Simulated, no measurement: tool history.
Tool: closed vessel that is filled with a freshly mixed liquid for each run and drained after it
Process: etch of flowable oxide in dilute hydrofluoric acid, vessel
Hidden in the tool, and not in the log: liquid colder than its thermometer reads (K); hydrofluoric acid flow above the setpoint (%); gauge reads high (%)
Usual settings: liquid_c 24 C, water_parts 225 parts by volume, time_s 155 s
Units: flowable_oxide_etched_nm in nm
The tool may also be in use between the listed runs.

run	hour	liquid_c	water_parts	time_s	wafers since the last listed run	hours since the thermometer was replaced	hours since the hydrofluoric acid flow meter was replaced	hours since the gauge calibration	read-back film thickness of the flowable oxide reference wafer, read on the same gauge (nm)	flowable_oxide_etched_nm
1	0	24	225	155	0	796.3	1189.9	758.5	80	15.24
2	53.7	24	225	155	5593	850	1243.6	812.2	80.01	15.34
3	105.6	24	225	155	5406	901.9	1295.5	864.1	79.98	15.29
4	133.7	24	225	155	2927	930	1323.6	892.2	80	15.33
5	163.2	24	225	155	3072	959.5	1353.1	921.7	79.99	15.28
6	205.5	24	225	155	4406	1001.8	1395.4	964	79.99	15.33
7	251.8	24	225	155	4822	1048.1	1441.7	1010.3	80.02	15.41
8	298.1	24	225	155	4822	1094.4	1488	1056.6	80.01	15.35
# hour 357.7: hydrofluoric acid flow meter replaced
9	359	24	225	155	6239	1155.3	1.3	1117.5	80	15.07
10	402.6	24	185	155	4541	1198.9	44.9	1161.1	80	18.76
# hour 416.8: thermometer replaced
11	470.3	24	185	155	6947	53.5	112.6	1228.8	80	19.02
12	614.9	24	225	230	15062	198.1	257.2	1373.4	80	22.23
13	675.8	24	225	230	6343	259	318.1	1434.3	80	22.03
14	730.9	21	130	65	5739	314.1	373.2	1489.4	80.02	10.75
15	798.8	24	225	155	7072	382	441.1	1557.3	80.01	15.11
16	897.7	20.5	335	90	10302	480.9	540	1656.2	79.99	4.67
17	943.3	28	145	215	4749	526.5	585.6	1701.8	80.01	41.18
# hour 956: gauge calibrated
18	995.3	24	330	155	5416	578.5	637.6	39.3	79.98	9.22
19	1039.3	22.5	300	210	4583	622.5	681.6	83.3	80.01	13.47
20	1066.4	25.5	225	185	2822	649.6	708.7	110.4	80.01	19.04
21	1130.5	26.5	300	155	6677	713.7	772.8	174.5	80.01	11.41
22	1178.7	28	125	240	5020	761.9	821	222.7	80.02	54.74
23	1234.8	22	130	230	5843	818	877.1	278.8	79.99	40.02
24	1287.7	24	265	155	5510	870.9	930	331.7	79.99	12.42
25	1344.8	27.5	225	85	5947	928	987.1	388.8	79.99	9.46
26	1405.6	22.5	270	180	6333	988.8	1047.9	449.6	79.98	13.41
27	1440.9	27.5	160	155	3677	1024.1	1083.2	484.9	79.99	25.95
28	1512.4	24	225	155	7447	1095.6	1154.7	556.4	80.01	15.28
29	1552.2	26	225	155	4145	1135.4	1194.5	596.2	80	16.35
# hour 1565.2: thermometer replaced
30	1581.5	24	225	155	2947	16.3	1223.8	625.5	80	15.35
31	1609.3	24	225	155	2895	44.1	1251.6	653.3	79.98	15.38
32	1643.4	28.5	150	155	3552	78.2	1285.7	687.4	80	29.43

5 ways to go on from here, each from the tool as it stands after run 32. What would each give?
A	1644.1	24	225	250	72	78.9	1286.4	688.1	?	?
B	1644.1	22	225	95	72	78.9	1286.4	688.1	?	?
C	1644.1	25.5	285	210	72	78.9	1286.4	688.1	?	?
D	1644.1	24	260	240	72	78.9	1286.4	688.1	?	?
E	1644.1	26	275	180	72	78.9	1286.4	688.1	?	?

run	read-back film thickness of the flowable oxide reference wafer, read on the same gauge (nm)	flowable_oxide_etched_nm
A	80	24.64
B	80	8.7
C	80	16.21
D	80	19.76
E	80	14.8
Without the tool's hidden state the same runs would have given:
run	flowable_oxide_etched_nm
A	24.03
B	8.48
C	15.79
D	19.25
E	14.42
